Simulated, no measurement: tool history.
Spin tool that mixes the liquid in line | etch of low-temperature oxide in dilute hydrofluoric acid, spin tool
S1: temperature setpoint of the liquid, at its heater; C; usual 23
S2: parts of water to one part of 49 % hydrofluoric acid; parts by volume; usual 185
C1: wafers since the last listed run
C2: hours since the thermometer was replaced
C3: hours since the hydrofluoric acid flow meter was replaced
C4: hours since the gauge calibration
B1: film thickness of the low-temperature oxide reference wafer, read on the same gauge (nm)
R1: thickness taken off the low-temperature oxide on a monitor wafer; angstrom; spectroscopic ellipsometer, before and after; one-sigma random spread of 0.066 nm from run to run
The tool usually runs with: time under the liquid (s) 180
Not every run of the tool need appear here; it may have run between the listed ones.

{"run": 1, "hour": 0.0, "S1": 23, "S2": 185, "time under the liquid (s)": 180, "C1": 0, "C2": 1400.4, "C3": 1084.7, "C4": 29, "B1": 69.99, "R1": 158.9}
{"run": 2, "hour": 16.9, "S1": 23, "S2": 185, "time under the liquid (s)": 180, "C1": 169, "C2": 1417.3, "C3": 1101.6, "C4": 45.9, "B1": 70, "R1": 158.7}
{"run": 3, "hour": 48.3, "S1": 23, "S2": 185, "time under the liquid (s)": 180, "C1": 315, "C2": 1448.7, "C3": 1133, "C4": 77.3, "B1": 69.98, "R1": 159.1}
{"run": 4, "hour": 73.4, "S1": 23, "S2": 185, "time under the liquid (s)": 180, "C1": 252, "C2": 1473.8, "C3": 1158.1, "C4": 102.4, "B1": 70, "R1": 158.8}
{"run": 5, "hour": 89.7, "S1": 23, "S2": 185, "time under the liquid (s)": 180, "C1": 163, "C2": 1490.1, "C3": 1174.4, "C4": 118.7, "B1": 70.01, "R1": 158.8}
{"run": 6, "hour": 102.9, "S1": 23, "S2": 185, "time under the liquid (s)": 180, "C1": 132, "C2": 1503.3, "C3": 1187.6, "C4": 131.9, "B1": 70, "R1": 160.5}
{"run": 7, "hour": 123.3, "S1": 23, "S2": 185, "time under the liquid (s)": 180, "C1": 204, "C2": 1523.7, "C3": 1208, "C4": 152.3, "B1": 70.01, "R1": 160}
{"run": 8, "hour": 150.1, "S1": 23, "S2": 185, "time under the liquid (s)": 180, "C1": 269, "C2": 1550.5, "C3": 1234.8, "C4": 179.1, "B1": 69.99, "R1": 158.7}
{"run": 9, "hour": 165.6, "S1": 23, "S2": 185, "time under the liquid (s)": 180, "C1": 155, "C2": 1566, "C3": 1250.3, "C4": 194.6, "B1": 70, "R1": 159.4}
{"run": 10, "hour": 200.3, "S1": 27, "S2": 240, "time under the liquid (s)": 180, "C1": 348, "C2": 1600.7, "C3": 1285, "C4": 229.3, "B1": 70.01, "R1": 134.5}
{"hour": 225.7, "done": "gauge calibrated"}
{"run": 11, "hour": 229.2, "S1": 27, "S2": 240, "time under the liquid (s)": 180, "C1": 290, "C2": 1629.6, "C3": 1313.9, "C4": 3.5, "B1": 69.99, "R1": 134.1}
{"run": 12, "hour": 250.7, "S1": 23, "S2": 185, "time under the liquid (s)": 180, "C1": 216, "C2": 1651.1, "C3": 1335.4, "C4": 25, "B1": 70.03, "R1": 159.6}
{"run": 13, "hour": 277.7, "S1": 20.5, "S2": 185, "time under the liquid (s)": 180, "C1": 271, "C2": 1678.1, "C3": 1362.4, "C4": 52, "B1": 70.01, "R1": 144.5}
{"run": 14, "hour": 291.5, "S1": 23, "S2": 185, "time under the liquid (s)": 180, "C1": 138, "C2": 1691.9, "C3": 1376.2, "C4": 65.8, "B1": 69.99, "R1": 158.9}
{"run": 15, "hour": 325.4, "S1": 25.5, "S2": 185, "time under the liquid (s)": 245, "C1": 340, "C2": 1725.8, "C3": 1410.1, "C4": 99.7, "B1": 70.01, "R1": 235.8}
{"run": 16, "hour": 343.1, "S1": 23, "S2": 185, "time under the liquid (s)": 240, "C1": 177, "C2": 1743.5, "C3": 1427.8, "C4": 117.4, "B1": 69.99, "R1": 212}
{"run": 17, "hour": 355.2, "S1": 21, "S2": 230, "time under the liquid (s)": 215, "C1": 121, "C2": 1755.6, "C3": 1439.9, "C4": 129.5, "B1": 69.99, "R1": 134.4}
{"hour": 379.5, "done": "hydrofluoric acid flow meter replaced"}
{"run": 18, "hour": 380.0, "S1": 23, "S2": 185, "time under the liquid (s)": 180, "C1": 239, "C2": 1780.4, "C3": 0.5, "C4": 154.3, "B1": 70, "R1": 159}
{"run": 19, "hour": 399.0, "S1": 20.5, "S2": 215, "time under the liquid (s)": 180, "C1": 190, "C2": 1799.4, "C3": 19.5, "C4": 173.3, "B1": 70.01, "R1": 120.1}
{"hour": 406.9, "done": "thermometer replaced"}
{"run": 20, "hour": 428.5, "S1": 23, "S2": 185, "time under the liquid (s)": 180, "C1": 286, "C2": 21.6, "C3": 49, "C4": 202.8, "B1": 70.02, "R1": 159.4}
{"run": 21, "hour": 446.1, "S1": 23, "S2": 185, "time under the liquid (s)": 180, "C1": 176, "C2": 39.2, "C3": 66.6, "C4": 220.4, "B1": 70, "R1": 159.7}
{"run": 22, "hour": 477.3, "S1": 27.5, "S2": 145, "time under the liquid (s)": 210, "C1": 313, "C2": 70.4, "C3": 97.8, "C4": 251.6, "B1": 70, "R1": 293.5}
{"hour": 482.3, "done": "gauge calibrated"}
{"run": 23, "hour": 492.9, "S1": 26, "S2": 210, "time under the liquid (s)": 180, "C1": 156, "C2": 86, "C3": 113.4, "C4": 10.6, "B1": 69.99, "R1": 152.9}
{"run": 24, "hour": 516.2, "S1": 23, "S2": 185, "time under the liquid (s)": 180, "C1": 234, "C2": 109.3, "C3": 136.7, "C4": 33.9, "B1": 70, "R1": 158.3}
{"run": 25, "hour": 530.2, "S1": 23, "S2": 225, "time under the liquid (s)": 130, "C1": 140, "C2": 123.3, "C3": 150.7, "C4": 47.9, "B1": 70.02, "R1": 89.9}

Give the tool's hidden conditions for every run:
liquid hotter than its thermometer reads (K): 0, the same for each run
hydrofluoric acid flow above the setpoint (%): 0, the same for each run
gauge reads high (%): 0, the same for each run
